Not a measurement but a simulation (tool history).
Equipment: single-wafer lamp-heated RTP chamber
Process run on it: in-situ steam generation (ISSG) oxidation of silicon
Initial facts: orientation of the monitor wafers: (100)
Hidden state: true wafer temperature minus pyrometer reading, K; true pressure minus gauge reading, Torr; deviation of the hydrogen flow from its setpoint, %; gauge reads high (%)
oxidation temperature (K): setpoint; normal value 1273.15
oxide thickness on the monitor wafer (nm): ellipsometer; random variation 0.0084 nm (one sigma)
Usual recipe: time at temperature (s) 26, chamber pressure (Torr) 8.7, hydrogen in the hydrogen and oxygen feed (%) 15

run   hour  oxidation temperature (K)  time at temperature (s)  chamber pressure (Torr)  hydrogen in the hydrogen and oxygen feed (%)  wafers since the last listed run  wafers since the last pyrometer calibration  hours since the pressure gauge was zeroed  hours since the hydrogen flow controller was replaced  hours since the gauge calibration  read-back reference wafer on the same gauge, thickness  oxide thickness on the monitor wafer (nm)
  1      0                    1273.15                       30                      8.7                                            15                                 0                                         3885                                     3838.2                                                 4558.5                              558.8                                                   4.762                                      6.108
  2   44.7                    1273.15                       30                      8.7                                            15                               288                                         4174                                     3882.9                                                 4603.2                              603.5                                                   4.761                                      6.103
  3   85.5                    1273.15                       26                      8.7                                            15                               263                                         4438                                     3923.7                                                   4644                              644.3                                                   4.763                                      5.672
     142.7  -- pyrometer window cleaned and pyrometer calibrated
  4  143.2                    1273.15                       26                      8.7                                            15                               320                                            2                                     3981.4                                                 4701.7                                702                                                   4.759                                      5.594
  5  197.2                    1273.15                       26                      8.7                                            15                               348                                          351                                     4035.4                                                 4755.7                                756                                                   4.762                                      5.616
  6  244.8                    1273.15                       26                      8.7                                            15                               307                                          658                                       4083                                                 4803.3                              803.6                                                    4.76                                      5.625
  7  302.5                    1273.15                       26                      8.7                                            19                               372                                         1031                                     4140.7                                                   4861                              861.3                                                   4.758                                      5.936
  8  330.5                    1273.15                       26                      8.7                                            19                               180                                         1212                                     4168.7                                                   4889                              889.3                                                    4.76                                      5.933
     389.8  -- pressure gauge zeroed
  9  401.4                    1273.15                       26                      8.7                                            19                               406                                         1618                                       11.6                                                 4959.9                              960.2                                                   4.761                                      5.936
 10  470.6                    1273.15                       26                      8.7                                            15                               446                                         2065                                       80.8                                                 5029.1                             1029.4                                                   4.762                                      5.657
     482.5  -- gauge calibrated
 11  511.5                    1273.15                       26                      8.7                                            15                               264                                         2329                                      121.7                                                   5070                                 29                                                   4.762                                      5.653
 12  541.5                    1273.15                       26                      8.7                                            15                               193                                         2522                                      151.7                                                   5100                                 59                                                   4.762                                      5.664
 13  611.6                    1273.15                       26                        8                                            15                               452                                         2975                                      221.8                                                 5170.1                              129.1                                                   4.759                                      5.666
     650.7  -- hydrogen flow controller replaced
 14  676.8                    1273.15                       26                      7.5                                            22                               369                                         3344                                        287                                                   26.1                              194.3                                                    4.76                                      6.183
 15  739.3                    1287.15                       26                      8.7                                            24                               403                                         3748                                      349.5                                                   88.6                              256.8                                                   4.764                                      6.696

Predict the results of run 16:
 16  766.5                    1273.15                       26                     10.1                                            12                               175                                         3923                                      376.7                                                  115.8                                284                                                       ?                                          ?

Run 16 gave read-back reference wafer on the same gauge, thickness 4.758, oxide thickness on the monitor wafer (nm) 5.335.
If the tool had no hidden condition, the same run with the same run-to-run variation would have returned oxide thickness on the monitor wafer (nm) 5.241.

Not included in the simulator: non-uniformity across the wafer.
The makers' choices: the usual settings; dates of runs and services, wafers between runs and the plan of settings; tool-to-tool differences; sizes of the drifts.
